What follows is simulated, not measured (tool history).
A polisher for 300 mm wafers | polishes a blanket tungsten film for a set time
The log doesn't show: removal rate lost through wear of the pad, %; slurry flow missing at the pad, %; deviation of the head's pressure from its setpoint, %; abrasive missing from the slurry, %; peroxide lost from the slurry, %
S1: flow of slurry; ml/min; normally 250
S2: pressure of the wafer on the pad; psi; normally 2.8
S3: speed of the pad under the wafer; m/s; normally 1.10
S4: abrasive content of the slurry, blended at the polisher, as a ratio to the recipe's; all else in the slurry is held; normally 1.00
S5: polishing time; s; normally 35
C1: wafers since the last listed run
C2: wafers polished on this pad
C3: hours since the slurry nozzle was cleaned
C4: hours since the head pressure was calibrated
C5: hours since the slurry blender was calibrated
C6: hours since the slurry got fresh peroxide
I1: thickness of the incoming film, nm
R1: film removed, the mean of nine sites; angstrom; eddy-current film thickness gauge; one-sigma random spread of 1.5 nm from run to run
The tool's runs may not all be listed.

run,day,S1,S2,S3,S4,S5,C1,C2,C3,C4,C5,C6,I1,R1
1,0.000,250,2.8,1.10,0.95,43,0,4076,661.3,716.2,639.4,391.7,809.8,1638
# day 0.596: slurry nozzle cleaned
# day 3.133: head pressure recalibrated
2,3.479,250,2.8,1.10,1.00,35,690,4767,69.2,8.3,722.9,475.2,819.6,1255
# day 5.129: slurry blender recalibrated
3,5.275,250,2.8,1.10,1.00,35,352,5120,112.3,51.4,3.5,518.3,830.9,1257
4,9.483,205,2.8,1.10,1.25,35,866,5987,213.3,152.4,104.5,619.3,821.9,1339
# day 13.367: worn pad replaced by a new one
5,13.888,250,2.8,1.10,1.00,35,872,106,319.0,258.1,210.2,725.0,827.6,1275
# day 15.171: slurry tank refilled with fresh slurry and peroxide
6,15.825,250,2.8,1.10,0.70,35,390,497,365.5,304.6,256.7,15.7,818.5,1147
7,17.454,250,2.8,1.36,1.00,41,335,833,404.6,343.7,295.8,54.8,816.5,1837
8,19.812,280,1.9,1.24,1.00,35,485,1318,461.2,400.3,352.4,111.4,812.0,1145
9,22.358,290,2.8,1.10,1.00,35,524,1843,522.3,461.4,413.5,172.5,828.0,1306
10,25.817,250,3.8,0.78,1.00,44,712,2555,605.3,544.4,496.5,255.5,817.3,1416
11,30.046,290,2.8,1.10,1.00,35,871,3426,706.8,645.9,598.0,357.0,818.9,1369
# day 30.508: slurry blender recalibrated
# day 32.779: slurry nozzle cleaned
12,33.333,250,2.8,1.10,1.00,35,651,4078,13.3,724.8,67.8,435.9,818.1,1336
# day 33.992: head pressure recalibrated
13,37.129,250,2.8,0.88,0.85,29,764,4842,104.4,75.3,158.9,527.0,820.9,797
14,41.017,315,2.8,1.38,1.00,35,800,5643,197.7,168.6,252.2,620.3,823.0,1647
15,43.875,225,2.8,0.80,1.15,35,588,6232,266.3,237.2,320.8,688.9,818.9,978
# day 45.496: worn pad replaced by a new one
# day 46.346: slurry tank refilled with fresh slurry and peroxide
16,47.788,250,2.0,1.10,1.00,35,763,463,360.2,331.1,414.7,34.6,834.5,1071
17,49.938,250,3.3,1.00,0.80,30,442,906,411.8,382.7,466.3,86.2,830.8,1038
18,53.717,250,2.8,1.10,1.00,35,778,1684,502.5,473.4,557.0,176.9,829.2,1332
# day 57.071: slurry blender recalibrated
19,57.162,250,2.8,1.10,1.00,35,692,2377,585.2,556.1,2.2,259.6,831.6,1343
20,59.175,300,2.4,1.26,1.00,47,414,2791,633.5,604.4,50.5,307.9,813.4,1905
21,61.588,180,3.7,0.94,1.15,35,496,3288,691.4,662.3,108.4,365.8,833.4,1421
22,65.196,250,2.8,1.20,1.00,35,743,4032,778.0,748.9,195.0,452.4,819.1,1481
# day 66.383: slurry nozzle cleaned
23,67.746,250,2.8,1.38,1.00,43,516,4548,32.7,810.1,256.2,513.6,824.4,2106
# day 70.346: head pressure recalibrated
24,70.762,250,2.8,1.10,1.00,38,604,5152,105.1,10.0,328.6,586.0,817.0,1370
25,73.388,175,2.8,0.86,1.00,24,540,5693,168.1,73.0,391.6,649.0,824.7,651
26,76.492,190,3.5,0.90,1.00,35,639,6333,242.6,147.5,466.1,723.5,832.8,1180
# day 78.483: worn pad replaced by a new one
27,79.333,280,2.3,0.90,1.00,29,551,175,310.8,215.7,534.3,791.7,812.8,763

What if the next run were any one of these 3? Each begins from the tool's condition after run 27:
A,79.350,250,2.8,0.76,1.00,35,3,178,311.2,216.1,534.7,792.1,834.3,?
B,79.350,315,2.8,1.46,1.00,35,3,178,311.2,216.1,534.7,792.1,834.3,?
C,79.350,250,3.8,0.90,1.30,43,3,178,311.2,216.1,534.7,792.1,834.3,?

run,R1
A,875
B,1709
C,1688
Without the tool's hidden state the same runs would have given:
run,R1
A,874
B,1706
C,1685

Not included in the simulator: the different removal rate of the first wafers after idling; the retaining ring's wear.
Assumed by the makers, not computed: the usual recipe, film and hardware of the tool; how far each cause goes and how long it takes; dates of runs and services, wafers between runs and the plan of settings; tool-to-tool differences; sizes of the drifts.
